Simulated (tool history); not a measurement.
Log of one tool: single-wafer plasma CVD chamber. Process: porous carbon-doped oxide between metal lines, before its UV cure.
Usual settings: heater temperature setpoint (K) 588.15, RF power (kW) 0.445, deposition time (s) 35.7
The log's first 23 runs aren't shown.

run	hour	heater temperature setpoint (K)	RF power (kW)	deposition time (s)	read-back reference wafer on the same gauge, thickness_nm	mean film thickness on the monitor wafer (Å)
24	630.2	578.15	0.445	42.4	184.165	2170.51
25	653.9	588.15	0.445	32.6	184.115	1587.27
26	672.4	598.15	0.395	29.9	183.895	1223.13
27	687.6	583.15	0.375	35.7	184.029	1497.78
28	713.9	602.15	0.5	29.9	184.116	1499.75
29	736.3	588.15	0.445	35.7	183.965	1735.5
30	758.6	588.15	0.39	35.7	183.976	1514.56
31	790.6	574.15	0.37	35.7	184.188	1549.77
32	817.6	576.15	0.51	35.7	184.015	2084.01
33	831.8	588.15	0.445	29.4	184.179	1429.92

Forecast each of these 5 alternatives for the next run:
A	832.2	588.15	0.475	35.7	?	?
B	832.2	588.15	0.445	32.4	?	?
C	832.2	588.15	0.445	31.9	?	?
D	832.2	588.15	0.51	35.7	?	?
E	832.2	575.15	0.39	31.1	?	?

run	read-back reference wafer on the same gauge, thickness_nm	mean film thickness on the monitor wafer (Å)
A	184.141	1833.8
B	184.141	1573.52
C	184.141	1549.93
D	184.141	1945.43
E	184.141	1425.5
Without the tool's hidden state the same runs would have given:
run	mean film thickness on the monitor wafer (Å)
A	1846.74
B	1586.3
C	1562.52
D	1958.95
E	1437.48
